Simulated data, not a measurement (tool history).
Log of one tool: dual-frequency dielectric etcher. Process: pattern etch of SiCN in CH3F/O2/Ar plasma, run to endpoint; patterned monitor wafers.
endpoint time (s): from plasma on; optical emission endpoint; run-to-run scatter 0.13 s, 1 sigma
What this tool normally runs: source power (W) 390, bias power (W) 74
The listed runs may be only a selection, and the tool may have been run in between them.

run     day  source power (W)  bias power (W)  wafers since the last listed run  hours since the last wet clean  hours since the last source power generator calibration  hours since the last bias power generator calibration  hours since the last upper electrode change  incoming incoming film thickness, nm  endpoint time (s)
  1       0               390              74                                 0                           531.7                                                   1396.9                                                 1701.4                                       2395.5                                  7.63               20.3
  2   0.562               390              74                               196                           545.2                                                   1410.4                                                 1714.9                                         2409                                  7.58               20.1
  3    0.85               390              74                               100                           552.1                                                   1417.3                                                 1721.8                                       2415.9                                  7.64               20.5
  4   1.596               390              74                               261                             570                                                   1435.2                                                 1739.7                                       2433.8                                  7.55               20.2
  5   2.312               430              74                               250                           587.2                                                   1452.4                                                 1756.9                                         2451                                  7.58               19.3
      3.408  -- wet clean of the chamber
  6   3.429               430              74                                40                             0.5                                                   1479.2                                                 1783.7                                       2477.8                                  7.61               18.4
  7   3.442               430              74                                 4                             0.8                                                   1479.5                                                   1784                                       2478.1                                  7.55               18.2
  8    4.05               350              74                               213                            15.4                                                   1494.1                                                 1798.6                                       2492.7                                  7.59               20.7
  9   4.383               330              74                               116                            23.4                                                   1502.1                                                 1806.6                                       2500.7                                  7.59               21.8
 10   5.321               330              74                               328                            45.9                                                   1524.6                                                 1829.1                                       2523.2                                   7.6               21.6
      5.612  -- source power generator calibrated
 11   5.721               330              74                                81                            55.5                                                      2.6                                                 1838.7                                       2532.8                                   7.6               21.6
 12   6.396               390              74                               236                            71.7                                                     18.8                                                 1854.9                                         2549                                  7.56               19.5
 13    6.95               350              90                               194                              85                                                     32.1                                                 1868.2                                       2562.3                                  7.64               19.5
 14   7.458               480              74                               177                            97.2                                                     44.3                                                 1880.4                                       2574.5                                  7.65               17.6
 15   8.496               330              74                               363                           122.1                                                     69.2                                                 1905.3                                       2599.4                                  7.61               21.8
 16   9.142               300              59                               226                           137.6                                                     84.7                                                 1920.8                                       2614.9                                  7.55               24.7
 17   9.883               430              74                               259                           155.4                                                    102.5                                                 1938.6                                       2632.7                                  7.57               18.7
 18  10.408               390              74                               183                             168                                                    115.1                                                 1951.2                                       2645.3                                  7.61               19.8
 19  10.708               350              64                               105                           175.2                                                    122.3                                                 1958.4                                       2652.5                                  7.54               21.8
       12.3  -- upper electrode replaced, of another model than before
 20  12.321               350              79                               214                           213.9                                                      161                                                 1997.1                                          0.5                                  7.67               22.1
 21  12.333               430              68                                 4                           214.2                                                    161.3                                                 1997.4                                          0.8                                  7.62               18.5
 22  12.596               390              87                                91                           220.5                                                    167.6                                                 2003.7                                          7.1                                  7.59                 19
 23  13.017               300              60                               147                           230.6                                                    177.7                                                 2013.8                                         17.2                                  7.64               30.4
     13.442  -- bias power generator calibrated
 24  13.462               300              69                                97                           241.3                                                    188.4                                                    0.5                                         27.9                                  7.61               29.7
 25  13.654               480              67                                67                           245.9                                                      193                                                    5.1                                         32.5                                  7.58                 17
 26  14.171               450              62                               180                           258.3                                                    205.4                                                   17.5                                         44.9                                  7.58               18.2
 27  14.642               480              58                               164                           269.6                                                    216.7                                                   28.8                                         56.2                                  7.61               17.5
 28  15.329               300              69                               240                           286.1                                                    233.2                                                   45.3                                         72.7                                  7.59               29.6
 29  15.842               300              69                               179                           298.4                                                    245.5                                                   57.6                                           85                                  7.59               29.4
 30  16.175               320              68                               116                           306.4                                                    253.5                                                   65.6                                           93                                  7.58                 26
 31  16.729               460              89                               194                           319.7                                                    266.8                                                   78.9                                        106.3                                  7.59               16.4
 32  17.217               360              84                               170                           331.4                                                    278.5                                                   90.6                                          118                                  7.57               21.3
 33  17.538               460              85                               112                           339.1                                                    286.2                                                   98.3                                        125.7                                  7.71               16.9
 34  18.496               310              88                               335                           362.1                                                    309.2                                                  121.3                                        148.7                                  7.65               25.7
 35  18.921               480              85                               148                           372.3                                                    319.4                                                  131.5                                        158.9                                  7.65               16.3

Here are 4 independent what-if runs from the current tool condition. What would each one return?
  A  18.938               420              74                                 5                           372.7                                                    319.8                                                  131.9                                        159.3                                  7.54                  ?
  B  18.938               390              83                                 5                           372.7                                                    319.8                                                  131.9                                        159.3                                  7.54                  ?
  C  18.938               440              89                                 5                           372.7                                                    319.8                                                  131.9                                        159.3                                  7.54                  ?
  D  18.938               320              63                                 5                           372.7                                                    319.8                                                  131.9                                        159.3                                  7.54                  ?

run  endpoint time (s)
  A               18.6
  B               19.4
  C               17.1
  D               26.6
Had the tool no hidden state, the same runs would have come out as:
run  endpoint time (s)
  A               17.9
  B               18.7
  C               16.4
  D               25.6
